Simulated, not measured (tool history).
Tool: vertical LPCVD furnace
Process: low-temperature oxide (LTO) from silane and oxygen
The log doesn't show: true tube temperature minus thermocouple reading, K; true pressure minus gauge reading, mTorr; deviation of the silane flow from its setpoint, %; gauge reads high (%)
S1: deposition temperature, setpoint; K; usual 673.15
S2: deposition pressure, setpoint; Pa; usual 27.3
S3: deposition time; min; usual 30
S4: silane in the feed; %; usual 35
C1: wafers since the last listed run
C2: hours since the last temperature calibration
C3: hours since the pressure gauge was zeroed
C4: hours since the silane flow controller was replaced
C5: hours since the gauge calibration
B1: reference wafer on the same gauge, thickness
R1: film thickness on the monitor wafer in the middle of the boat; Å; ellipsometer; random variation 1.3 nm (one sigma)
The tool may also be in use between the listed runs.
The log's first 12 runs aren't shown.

-- hour=1037.9 thermocouples replaced and temperature profile calibrated
run 13 hour=1086.1 | S1=673.15 S2=27.3 S3=30 S4=40 | C1=1332 C2=48.2 C3=2428.4 C4=103.6 C5=2193.9 | B1=209.81 | R1=2585.8
run 14 hour=1186.9 | S1=673.15 S2=22 S3=30 S4=31 | C1=1698 C2=149 C3=2529.2 C4=204.4 C5=2294.7 | B1=210.05 | R1=1500.1
-- hour=1216.1 pressure gauge zeroed
run 15 hour=1241.2 | S1=673.15 S2=22 S3=30 S4=31 | C1=510 C2=203.3 C3=25.1 C4=258.7 C5=2349 | B1=209.63 | R1=1497.2
run 16 hour=1329.1 | S1=669.15 S2=31.3 S3=30 S4=32 | C1=1481 C2=291.2 C3=113 C4=346.6 C5=2436.9 | B1=209.69 | R1=2112.5
run 17 hour=1413.2 | S1=673.15 S2=27.3 S3=30 S4=35 | C1=1417 C2=375.3 C3=197.1 C4=430.7 C5=2521 | B1=210.04 | R1=2189
run 18 hour=1518.7 | S1=673.15 S2=32.7 S3=30 S4=35 | C1=1777 C2=480.8 C3=302.6 C4=536.2 C5=2626.5 | B1=210.03 | R1=2615.7
run 19 hour=1579.5 | S1=661.15 S2=22 S3=34.5 S4=28 | C1=1024 C2=541.6 C3=363.4 C4=597 C5=2687.3 | B1=209.82 | R1=1256.7
run 20 hour=1661.9 | S1=673.15 S2=27.3 S3=30 S4=40 | C1=1388 C2=624 C3=445.8 C4=679.4 C5=2769.7 | B1=210.17 | R1=2596.4
-- hour=1691.7 gauge calibrated
run 21 hour=1699.6 | S1=673.15 S2=24 S3=36 S4=38 | C1=635 C2=661.7 C3=483.5 C4=717.1 C5=7.9 | B1=209.99 | R1=2552.7
run 22 hour=1798.2 | S1=673.15 S2=27.3 S3=20.5 S4=33 | C1=1661 C2=760.3 C3=582.1 C4=815.7 C5=106.5 | B1=210.27 | R1=1373.8
run 23 hour=1895.4 | S1=669.15 S2=21.3 S3=40 S4=41 | C1=1637 C2=857.5 C3=679.3 C4=912.9 C5=203.7 | B1=210.1 | R1=2645.1
run 24 hour=1958.3 | S1=678.15 S2=25.3 S3=20 S4=38 | C1=1059 C2=920.4 C3=742.2 C4=975.8 C5=266.6 | B1=209.76 | R1=1588.2
run 25 hour=1997 | S1=673.15 S2=27.3 S3=30 S4=35 | C1=652 C2=959.1 C3=780.9 C4=1014.5 C5=305.3 | B1=210.3 | R1=2163.8
run 26 hour=2114.3 | S1=673.15 S2=27.3 S3=30 S4=29 | C1=1976 C2=1076.4 C3=898.2 C4=1131.8 C5=422.6 | B1=210.36 | R1=1681.8
run 27 hour=2221.1 | S1=673.15 S2=22 S3=30 S4=31 | C1=1799 C2=1183.2 C3=1005 C4=1238.6 C5=529.4 | B1=210.43 | R1=1470.7
run 28 hour=2296 | S1=680.15 S2=27.3 S3=22.5 S4=35 | C1=1262 C2=1258.1 C3=1079.9 C4=1313.5 C5=604.3 | B1=210.02 | R1=1773.6
run 29 hour=2363.7 | S1=678.15 S2=27.3 S3=30 S4=39 | C1=1140 C2=1325.8 C3=1147.6 C4=1381.2 C5=672 | B1=209.48 | R1=2671.7
run 30 hour=2419.6 | S1=668.15 S2=30 S3=38 S4=35 | C1=941 C2=1381.7 C3=1203.5 C4=1437.1 C5=727.9 | B1=209.68 | R1=2873.6
run 31 hour=2520.1 | S1=673.15 S2=27.3 S3=39.5 S4=35 | C1=1693 C2=1482.2 C3=1304 C4=1537.6 C5=828.4 | B1=209.94 | R1=2897.1

Forecast each of these 3 alternatives for the next run:
run A hour=2524.5 | S1=663.15 S2=27.3 S3=30 S4=35 | C1=74 C2=1486.6 C3=1308.4 C4=1542 C5=832.8 | B1=? | R1=?
run B hour=2524.5 | S1=684.15 S2=23.3 S3=30 S4=35 | C1=74 C2=1486.6 C3=1308.4 C4=1542 C5=832.8 | B1=? | R1=?
run C hour=2524.5 | S1=673.15 S2=27.3 S3=37.5 S4=40 | C1=74 C2=1486.6 C3=1308.4 C4=1542 C5=832.8 | B1=? | R1=?

run=A B1=210.45 R1=1977
run=B B1=210.45 R1=2143.5
run=C B1=210.45 R1=3302.2
Without the tool's hidden state the same runs would have given:
run=A R1=1973.8
run=B R1=2142.7
run=C R1=3284
